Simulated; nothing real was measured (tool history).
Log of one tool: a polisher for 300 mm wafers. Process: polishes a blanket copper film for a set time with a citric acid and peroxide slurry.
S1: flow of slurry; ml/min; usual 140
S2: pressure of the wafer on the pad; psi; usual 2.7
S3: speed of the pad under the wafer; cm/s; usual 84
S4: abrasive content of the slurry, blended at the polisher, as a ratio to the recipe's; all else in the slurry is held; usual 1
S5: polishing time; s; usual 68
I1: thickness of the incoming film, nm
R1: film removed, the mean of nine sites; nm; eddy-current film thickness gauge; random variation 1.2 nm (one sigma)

run    hour   S1   S2   S3    S4  S5     I1     R1
  1       0  140  2.7   84  1.05  68  783.9   97.5
       69.3  -- head pressure recalibrated
  2      77  140  2.7   84     1  68  802.8   96.2
  3   140.5  140  2.7   84     1  68  793.8   95.8
      225.4  -- slurry nozzle cleaned
      230.8  -- slurry blender recalibrated
  4   238.9  140  2.7  106     1  68  805.1    120
  5   344.1  140  2.7  106     1  68  798.5  118.1
      382.7  -- worn pad replaced by a new one
  6   435.7  140  2.7  106     1  68  784.2  107.4
  7   478.8  125  2.7   84     1  74  789.1   90.1
      568.5  -- slurry blender recalibrated
  8   582.7  125  2.7   84     1  74  792.7   91.4
      605.8  -- slurry nozzle cleaned
  9   633.8  175  2.7   84     1  68  788.9   87.5
      652.8  -- worn pad replaced by a new one, repeated, since the last time left the tool worse
      676.2  -- head pressure recalibrated
 10   693.3  175  2.7   84     1  68  781.4   98.6
 11   774.7  175  2.7   84     1  68  790.7  100.5
 12   831.7  140  2.7   84     1  68    785   95.9
 13     917  140  2.7   84     1  68  791.2   93.9
 14   967.2  140  2.2   84     1  44  799.2   50.6
      993.8  -- slurry nozzle cleaned
     1010.2  -- slurry blender recalibrated
 15  1010.7  140  2.7   84     1  68  791.5   93.1
     1023.8  -- worn pad replaced by a new one
 16    1085  140  3.4   84   0.8  68  797.6  117.8
     1161.9  -- head pressure recalibrated
 17  1164.7  160  2.7   84     1  68  799.5     99
 18  1258.3  140  2.7   84     1  68    803   94.4
 19  1309.2  140  2.7   84     1  68  792.9   93.6
     1336.6  -- slurry nozzle cleaned
       1367  -- slurry blender recalibrated
     1386.5  -- worn pad replaced by a new one
 20    1402  175  2.7   84     1  68  786.8  100.3
 21  1479.8  140    3   84     1  68    780  109.3
 22  1519.4  180  3.1   84  0.85  88    780  143.7
 23  1566.3  140  2.7   62     1  88  788.8   92.5
 24  1619.6  140  2.7   96     1  83  804.3    134
 25  1683.4  140  2.2   84   0.9  81  802.2   92.3
     1706.8  -- slurry blender recalibrated
 26  1722.4  140  2.7   54     1  68  776.1   61.9
       1727  -- head pressure recalibrated
     1761.8  -- worn pad replaced by a new one
     1764.6  -- slurry nozzle cleaned
 27  1769.6  140  2.7   96     1  74  779.6  124.7
 28  1814.8  120  3.6   60     1  55  793.7   74.3
 29    1856  155  2.7   74     1  68  785.8     86

4 ways to go on from here, each from the tool as it stands after run 29. What would each give?
  A  1856.4  140  2.7  74     1  68  789.1   ?
  B  1856.4  100  2.7  84     1  68  789.1   ?
  C  1856.4  115  2.7  98  0.75  68  789.1   ?
  D  1856.4  180  1.8  64   0.9  68  789.1   ?

run     R1
  A   85.4
  B   92.1
  C  104.1
  D   51.3
Without the tool's hidden state the same runs would have given:
run     R1
  A   88.2
  B   95.1
  C  107.5
  D   52.9
